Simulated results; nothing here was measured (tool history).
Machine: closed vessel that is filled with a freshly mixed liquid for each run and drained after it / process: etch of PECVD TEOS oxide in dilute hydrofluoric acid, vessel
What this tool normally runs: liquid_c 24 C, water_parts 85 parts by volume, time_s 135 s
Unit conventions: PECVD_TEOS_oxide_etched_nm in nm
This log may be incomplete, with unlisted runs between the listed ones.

run   hour  liquid_c  water_parts  time_s  wafers since the last listed run  hours since the thermometer was replaced  hours since the hydrofluoric acid flow meter was replaced  hours since the gauge calibration  read-back film thickness of the PECVD TEOS oxide reference wafer, read on the same gauge (nm)  PECVD_TEOS_oxide_etched_nm
  1      0        24           85     135                                 0                                    1485.4                                                     2000.6                              143.3                                                                                         130.06                       14.65
  2     10        24           85     135                              1075                                    1495.4                                                     2010.6                              153.3                                                                                         130.01                       14.67
  3   24.3        24          115     135                              1537                                    1509.7                                                     2024.9                              167.6                                                                                            130                        10.3
  4   47.7        24          115     135                              2516                                    1533.1                                                     2048.3                                191                                                                                         129.99                       10.34
  5   54.6        22           55     135                               742                                      1540                                                     2055.2                              197.9                                                                                            130                       21.66
  6   60.7        22           55     135                               655                                    1546.1                                                     2061.3                                204                                                                                         129.98                       21.67
  7   69.5        22           55     135                               946                                    1554.9                                                     2070.1                              212.8                                                                                         129.99                       21.58
  8   80.1        24           85     135                              1139                                    1565.5                                                     2080.7                              223.4                                                                                         129.96                       14.55
      90.1  -- thermometer replaced
  9   95.2        24           60     135                              1516                                       5.1                                                     2095.8                              238.5                                                                                            130                       21.41
 10  110.1        26           60      85                              1602                                        20                                                     2110.7                              253.4                                                                                            130                       14.53
     114.7  -- hydrofluoric acid flow meter replaced
 11  116.6        24           85     205                               591                                      26.5                                                        1.9                              259.9                                                                                            130                       20.84
 12    124        22           55     135                               795                                      33.9                                                        9.3                              267.3                                                                                            130                       20.39
     124.7  -- gauge calibrated
 13  136.4        24           85     135                              1333                                      46.3                                                       21.7                               11.7                                                                                         129.97                       13.74
     141.4  -- hydrofluoric acid flow meter replaced, repeated, since the last time left the tool worse
 14  146.6        24           85     200                               989                                      56.5                                                        5.2                               21.9                                                                                         130.05                       24.22
 15  157.5      20.5          110     210                              1172                                      67.4                                                       16.1                               32.8                                                                                         129.99                       16.53
 16  164.3        20           85     185                               731                                      74.2                                                       22.9                               39.6                                                                                         130.01                       19.09
 17  209.3      21.5           85     135                              4839                                     119.2                                                       67.9                               84.6                                                                                         130.02                       14.75

Alternative continuations, all from the tool just after run 17; predict every row:
  A   210        24           85     135                                75                                     119.9                                                       68.6                               85.3                                                                                              ?                           ?
  B   210        24           65     135                                75                                     119.9                                                       68.6                               85.3                                                                                              ?                           ?
  C   210      21.5          110      85                                75                                     119.9                                                       68.6                               85.3                                                                                              ?                           ?
  D   210      27.5          110     215                                75                                     119.9                                                       68.6                               85.3                                                                                              ?                           ?

run  read-back film thickness of the PECVD TEOS oxide reference wafer, read on the same gauge (nm)  PECVD_TEOS_oxide_etched_nm
  A                                                                                         130.01                       16.28
  B                                                                                         130.01                       21.85
  C                                                                                         130.01                        6.95
  D                                                                                         130.01                       22.24
Without the tool's unlogged condition, the same runs would have read:
run  PECVD_TEOS_oxide_etched_nm
  A                       16.48
  B                       22.12
  C                        7.04
  D                       22.52
